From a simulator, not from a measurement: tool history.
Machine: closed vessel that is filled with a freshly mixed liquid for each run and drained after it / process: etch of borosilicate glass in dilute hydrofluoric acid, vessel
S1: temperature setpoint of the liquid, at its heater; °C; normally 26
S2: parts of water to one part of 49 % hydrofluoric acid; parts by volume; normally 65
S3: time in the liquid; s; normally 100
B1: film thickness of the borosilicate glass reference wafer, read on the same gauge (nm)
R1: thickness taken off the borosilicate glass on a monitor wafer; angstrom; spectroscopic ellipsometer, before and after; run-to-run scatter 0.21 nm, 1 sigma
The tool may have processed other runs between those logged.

run	hour	S1	S2	S3	B1	R1
1	0	26	65	85	89.99	459.7
2	34.4	26	65	85	90	455.8
3	100.3	26	65	85	90	455.1
4	131.1	26	65	55	89.99	294.8
5	163.5	26	65	100	89.96	535.4
6	205.7	23	65	100	90	472.5
7	241.4	26	40	100	90.01	903.8
8	276	26	40	100	90.01	904.1
9	336.9	26	65	100	89.99	535.5
10	392	26	65	100	90.03	534.4
11	433.4	26	65	75	90	399.8
12	465.2	26	65	75	90.01	402.6
# hour 488.9: gauge calibrated
13	502.3	26	65	75	90	398.8
14	540.3	26	65	100	90.01	532.8
15	583.6	26	65	100	90.04	531.3
16	608.3	28	85	100	90.01	427
17	665.9	22	55	100	89.99	541.3
18	719.2	26	65	100	90.03	527
19	763.2	26	65	140	90	747.1
20	835.1	22	45	130	90.01	870.7
21	859.6	27.5	65	100	89.99	566.5
# hour 908.2: thermometer replaced
22	910.4	26	80	155	89.99	644.3
23	959.7	26	65	100	90.01	520.4
24	1026.1	29	50	75	90.02	583.7
25	1053.1	26	65	100	90.01	517.7
# hour 1080.3: hydrofluoric acid flow meter replaced
# hour 1090.6: thermometer replaced, repeated, since the last time left the tool worse
26	1124.9	29	45	50	90	458.4
27	1168	26	45	65	89.99	529.9
28	1223.7	26	80	100	89.99	437
29	1262.5	22	40	85	90	664.1
30	1328.4	26	90	135	90	514.5
31	1378.7	30.5	85	85	90.03	414.9
32	1427.1	26	35	100	89.99	1057.6

Hidden state or all else? Some run-to-run changes of R1, split into what the settings, what came in and random variation would give without the hidden state, and what is left for the hidden state (with any gauge scatter that isn't in both results):
Hidden conditions of the tool in this case: liquid colder than its thermometer reads (K); hydrofluoric acid flow above the setpoint (%); gauge reads high (%).
Run 6 -> 7: S1 23 -> 26, S2 65 -> 40. R1 +431.3 angstrom: hidden state -12.6, all else +443.9.
Run 8 -> 9: S2 40 -> 65. R1 -368.6 angstrom: hidden state +10.2, all else -378.8.
Run 20 -> 21: S1 22 -> 27.5, S2 45 -> 65, S3 130 -> 100. R1 -304.2 angstrom: hidden state +13.3, all else -317.5.
Run 21 -> 22: S1 27.5 -> 26, S2 65 -> 80, S3 100 -> 155, thermometer replaced. R1 +77.8 angstrom: hidden state -14.8, all else +92.6.
Run 25 -> 26: S1 26 -> 29, S2 65 -> 45, S3 100 -> 50, hydrofluoric acid flow meter replaced, thermometer replaced, repeated, since the last time left the tool worse. R1 -59.3 angstrom: hidden state +29.3, all else -88.6.
Run 31 -> 32: S1 30.5 -> 26, S2 85 -> 35, S3 85 -> 100. R1 +642.7 angstrom: hidden state -5.9, all else +648.6.
